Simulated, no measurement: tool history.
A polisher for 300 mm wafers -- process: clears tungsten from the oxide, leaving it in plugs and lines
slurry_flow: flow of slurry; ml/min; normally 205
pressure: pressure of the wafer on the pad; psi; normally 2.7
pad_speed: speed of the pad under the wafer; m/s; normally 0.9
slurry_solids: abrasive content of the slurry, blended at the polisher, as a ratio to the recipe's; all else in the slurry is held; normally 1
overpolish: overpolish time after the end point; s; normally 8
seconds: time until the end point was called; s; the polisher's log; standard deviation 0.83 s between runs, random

run,hour,slurry_flow,pressure,pad_speed,slurry_solids,overpolish,"incoming thickness of the incoming film, nm",seconds
1,0,205,2.7,0.9,1,8,265.4,73.3
# hour 63.3: slurry tank refilled with fresh slurry and peroxide
2,64.1,205,2.7,0.9,1,8,262.9,70.4
3,91.9,205,2.7,0.9,1,8,270.9,73.6
4,127,205,2.7,0.9,1,8,262.4,72.1
5,161.9,205,2.1,0.66,1.2,9,268,110.7
6,219.3,175,2.7,0.9,1.25,8,267.1,69.5
7,300.1,205,2.7,0.9,1,8,268.6,78.2
# hour 344.9: slurry blender recalibrated
# hour 352.4: worn pad replaced by a new one
8,352.9,150,2,0.9,0.85,8,270.4,101.4
# hour 375.7: slurry nozzle cleaned
9,414.1,205,2.7,0.9,1,8,261.5,71.2
10,478.5,205,2.7,1.04,1.2,8,265.6,58.2
# hour 527.9: slurry tank refilled with fresh slurry and peroxide
11,547.4,240,2.7,0.9,0.85,8,267.9,78.1
12,752.9,205,2.7,0.9,1,8,259.8,76.5
13,809.2,205,2.7,0.9,1,8,260.7,77.8
# hour 855.4: worn pad replaced by a new one
14,879.9,175,2.7,1.02,1,8,266.4,77.2
# hour 882.4: slurry blender recalibrated
# hour 895.8: head pressure recalibrated
15,915.2,205,2.7,0.9,1.1,8,260.7,67.3
# hour 962.4: slurry nozzle cleaned
16,969.6,245,2.3,0.9,1.1,8,262.3,72.9
# hour 1035.1: slurry tank refilled with fresh slurry and peroxide
17,1041.6,205,2.7,0.9,1.1,12,265.1,70
18,1074.8,205,2.7,1.16,1,8,263.9,55.8
19,1106.3,260,2.7,0.98,1,13,267.9,65.3
20,1172.4,155,3.4,0.9,1.25,6,266.9,61.2
21,1211.7,205,2.7,0.64,1.25,8,262.4,97.9
22,1279.1,205,2.7,0.9,1,8,265.6,75.4
23,1329.1,205,2.7,0.9,1,8,269.1,81.6
# hour 1356.5: slurry blender recalibrated
# hour 1367.9: worn pad replaced by a new one
24,1397.5,205,2.7,0.9,1,8,262.8,70.5
25,1461.7,145,2.7,0.9,1,8,267.1,76.5
26,1509.1,205,2.7,0.9,0.9,10,265.5,74.3
# hour 1554.6: slurry tank refilled with fresh slurry and peroxide
27,1567.8,205,2.7,0.9,1,8,265.7,72.9

Predict each of these 3 candidate next runs independently; none follows another, all start after run 27:
A,1568.3,205,2.7,1.14,1,8,261.4,?
B,1568.3,255,2.7,0.9,1,5,261.4,?
C,1568.3,185,3.5,0.7,1,8,261.4,?

run,seconds
A,57.2
B,70.5
C,78.9
Had the tool no hidden state, the same runs would have come out as:
run,seconds
A,55.9
B,68.9
C,77.1

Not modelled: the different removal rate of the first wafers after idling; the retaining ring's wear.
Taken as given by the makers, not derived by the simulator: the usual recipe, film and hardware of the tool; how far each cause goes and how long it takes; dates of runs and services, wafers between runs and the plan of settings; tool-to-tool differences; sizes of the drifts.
